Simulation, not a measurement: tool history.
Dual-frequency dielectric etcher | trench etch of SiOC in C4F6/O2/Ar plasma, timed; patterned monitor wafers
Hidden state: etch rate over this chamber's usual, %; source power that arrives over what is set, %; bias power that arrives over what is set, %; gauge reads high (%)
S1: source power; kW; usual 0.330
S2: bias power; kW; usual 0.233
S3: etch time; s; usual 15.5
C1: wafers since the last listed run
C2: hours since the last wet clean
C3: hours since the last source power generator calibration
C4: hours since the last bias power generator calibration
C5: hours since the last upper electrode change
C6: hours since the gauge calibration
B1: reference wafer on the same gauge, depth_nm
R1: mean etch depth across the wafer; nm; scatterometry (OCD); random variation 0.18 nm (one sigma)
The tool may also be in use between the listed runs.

run 1 hour=0.0 | S1=0.330 S2=0.248 S3=15.5 | C1=0 C2=154.8 C3=4795.7 C4=3548.9 C5=2924.2 C6=119.0 | B1=28.51 | R1=33.89
run 2 hour=6.8 | S1=0.330 S2=0.248 S3=15.5 | C1=82 C2=161.6 C3=4802.5 C4=3555.7 C5=2931.0 C6=125.8 | B1=28.50 | R1=34.19
run 3 hour=23.6 | S1=0.330 S2=0.233 S3=15.5 | C1=203 C2=178.4 C3=4819.3 C4=3572.5 C5=2947.8 C6=142.6 | B1=28.53 | R1=33.18
run 4 hour=37.7 | S1=0.330 S2=0.233 S3=15.5 | C1=170 C2=192.5 C3=4833.4 C4=3586.6 C5=2961.9 C6=156.7 | B1=28.54 | R1=32.91
run 5 hour=54.7 | S1=0.330 S2=0.201 S3=15.5 | C1=205 C2=209.5 C3=4850.4 C4=3603.6 C5=2978.9 C6=173.7 | B1=28.53 | R1=31.29
run 6 hour=71.1 | S1=0.330 S2=0.201 S3=15.5 | C1=198 C2=225.9 C3=4866.8 C4=3620.0 C5=2995.3 C6=190.1 | B1=28.48 | R1=31.09
run 7 hour=84.2 | S1=0.330 S2=0.201 S3=15.5 | C1=158 C2=239.0 C3=4879.9 C4=3633.1 C5=3008.4 C6=203.2 | B1=28.45 | R1=31.30
run 8 hour=100.5 | S1=0.330 S2=0.233 S3=15.5 | C1=196 C2=255.3 C3=4896.2 C4=3649.4 C5=3024.7 C6=219.5 | B1=28.53 | R1=33.54
run 9 hour=113.2 | S1=0.330 S2=0.233 S3=15.5 | C1=153 C2=268.0 C3=4908.9 C4=3662.1 C5=3037.4 C6=232.2 | B1=28.54 | R1=33.62
-- hour=139.3 source power generator calibrated
-- hour=165.5 gauge calibrated
-- hour=179.8 upper electrode replaced
run 10 hour=180.3 | S1=0.330 S2=0.233 S3=15.5 | C1=472 C2=335.1 C3=41.0 C4=3729.2 C5=0.5 C6=14.8 | B1=28.45 | R1=33.48
run 11 hour=180.7 | S1=0.300 S2=0.248 S3=14.0 | C1=4 C2=335.5 C3=41.4 C4=3729.6 C5=0.9 C6=15.2 | B1=28.49 | R1=30.15
run 12 hour=182.9 | S1=0.330 S2=0.280 S3=14.5 | C1=26 C2=337.7 C3=43.6 C4=3731.8 C5=3.1 C6=17.4 | B1=28.49 | R1=33.68
-- hour=191.0 bias power generator calibrated
run 13 hour=197.5 | S1=0.390 S2=0.183 S3=12.5 | C1=128 C2=352.3 C3=58.2 C4=6.5 C5=17.7 C6=32.0 | B1=28.55 | R1=25.68
run 14 hour=213.5 | S1=0.330 S2=0.233 S3=15.5 | C1=193 C2=368.3 C3=74.2 C4=22.5 C5=33.7 C6=48.0 | B1=28.48 | R1=33.66
-- hour=238.8 wet clean of the chamber
run 15 hour=239.3 | S1=0.330 S2=0.201 S3=15.5 | C1=21 C2=0.5 C3=100.0 C4=48.3 C5=59.5 C6=73.8 | B1=28.47 | R1=30.37
run 16 hour=245.1 | S1=0.370 S2=0.183 S3=18.5 | C1=70 C2=6.3 C3=105.8 C4=54.1 C5=65.3 C6=79.6 | B1=28.51 | R1=36.21
run 17 hour=258.0 | S1=0.330 S2=0.233 S3=15.5 | C1=155 C2=19.2 C3=118.7 C4=67.0 C5=78.2 C6=92.5 | B1=28.46 | R1=32.54
run 18 hour=270.0 | S1=0.260 S2=0.214 S3=18.0 | C1=145 C2=31.2 C3=130.7 C4=79.0 C5=90.2 C6=104.5 | B1=28.48 | R1=34.47
run 19 hour=282.3 | S1=0.290 S2=0.233 S3=15.5 | C1=148 C2=43.5 C3=143.0 C4=91.3 C5=102.5 C6=116.8 | B1=28.46 | R1=31.45
run 20 hour=293.7 | S1=0.270 S2=0.250 S3=20.0 | C1=137 C2=54.9 C3=154.4 C4=102.7 C5=113.9 C6=128.2 | B1=28.53 | R1=40.83
run 21 hour=310.0 | S1=0.380 S2=0.282 S3=18.5 | C1=196 C2=71.2 C3=170.7 C4=119.0 C5=130.2 C6=144.5 | B1=28.46 | R1=43.62

4 ways to go on from here, each from the tool as it stands after run 21. What would each give?
run A hour=310.4 | S1=0.330 S2=0.217 S3=15.5 | C1=4 C2=71.6 C3=171.1 C4=119.4 C5=130.6 C6=144.9 | B1=? | R1=?
run B hour=310.4 | S1=0.290 S2=0.233 S3=13.5 | C1=4 C2=71.6 C3=171.1 C4=119.4 C5=130.6 C6=144.9 | B1=? | R1=?
run C hour=310.4 | S1=0.330 S2=0.261 S3=15.5 | C1=4 C2=71.6 C3=171.1 C4=119.4 C5=130.6 C6=144.9 | B1=? | R1=?
run D hour=310.4 | S1=0.330 S2=0.270 S3=15.5 | C1=4 C2=71.6 C3=171.1 C4=119.4 C5=130.6 C6=144.9 | B1=? | R1=?

run=A B1=28.48 R1=31.78
run=B B1=28.48 R1=27.58
run=C B1=28.48 R1=34.22
run=D B1=28.48 R1=34.68
Without the tool's hidden state the same runs would have given:
run=A R1=31.75
run=B R1=27.55
run=C R1=34.18
run=D R1=34.65
